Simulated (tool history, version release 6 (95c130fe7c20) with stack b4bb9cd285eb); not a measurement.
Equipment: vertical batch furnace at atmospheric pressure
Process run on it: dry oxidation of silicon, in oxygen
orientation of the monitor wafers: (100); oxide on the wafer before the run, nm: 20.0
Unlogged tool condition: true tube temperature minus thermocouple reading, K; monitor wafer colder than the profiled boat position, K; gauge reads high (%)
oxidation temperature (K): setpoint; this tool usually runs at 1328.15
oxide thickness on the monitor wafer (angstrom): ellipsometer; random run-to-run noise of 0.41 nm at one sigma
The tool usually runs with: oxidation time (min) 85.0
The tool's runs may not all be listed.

run,day,oxidation temperature (K),oxidation time (min),wafers since the last listed run,hours since the last temperature calibration,hours since the boat lift was adjusted,hours since the gauge calibration,"read-back reference wafer on the same gauge, thickness",oxide thickness on the monitor wafer (angstrom)
1,0.000,1328.15,85.0,0,1255.8,1038.9,565.3,127.05,1099.7
2,3.392,1328.15,85.0,683,1337.2,1120.3,646.7,126.99,1106.5
3,9.317,1328.15,85.0,1193,1479.4,1262.5,788.9,126.98,1111.7
4,10.971,1328.15,85.0,333,1519.1,1302.2,828.6,126.94,1108.6
5,16.158,1328.15,85.0,1045,1643.6,1426.7,953.1,126.95,1112.2
6,20.400,1328.15,85.0,854,1745.4,1528.5,1054.9,126.95,1112.4
# day 22.858: thermocouples replaced and temperature profile calibrated
7,22.879,1313.15,118.5,298,0.5,1588.0,1114.4,127.15,1191.9
8,24.121,1313.15,118.5,250,30.3,1617.8,1144.2,126.89,1193.8
9,27.312,1328.15,73.5,643,106.9,1694.4,1220.8,126.83,995.0
10,31.504,1338.15,85.0,844,207.5,1795.0,1321.4,127.18,1173.1
11,34.333,1305.15,54.5,570,275.4,1862.9,1389.3,126.87,700.4
12,36.729,1321.15,85.0,482,332.9,1920.4,1446.8,127.04,1039.3
# day 40.396: gauge calibrated
13,40.950,1328.15,56.0,850,434.2,2021.7,13.3,127.16,854.9
# day 42.142: boat lift adjusted
14,42.654,1338.15,85.0,141,475.1,12.3,54.2,126.95,1173.3
15,47.038,1343.15,126.5,883,580.3,117.5,159.4,127.02,1555.7
16,51.388,1340.15,127.5,876,684.7,221.9,263.8,126.92,1522.7
17,53.788,1328.15,85.0,483,742.3,279.5,321.4,126.90,1093.0
18,57.017,1316.15,106.5,650,819.8,357.0,398.9,127.09,1142.4

Each row is a separate what-if for the run after 18, all from the same tool condition, not one after another. Results?
A,57.258,1328.15,85.0,48,825.6,362.8,404.7,?,?
B,57.258,1334.15,60.0,48,825.6,362.8,404.7,?,?
C,57.258,1304.15,73.0,48,825.6,362.8,404.7,?,?
D,57.258,1328.15,49.0,48,825.6,362.8,404.7,?,?
E,57.258,1350.15,48.5,48,825.6,362.8,404.7,?,?

run,"read-back reference wafer on the same gauge, thickness",oxide thickness on the monitor wafer (angstrom)
A,127.11,1099.3
B,127.11,933.5
C,127.11,833.8
D,127.11,794.6
E,127.11,925.6
With the hidden condition removed and each run's random variation left untouched, the same runs would have given:
run,oxide thickness on the monitor wafer (angstrom)
A,1088.8
B,924.8
C,825.4
D,787.1
E,917.3
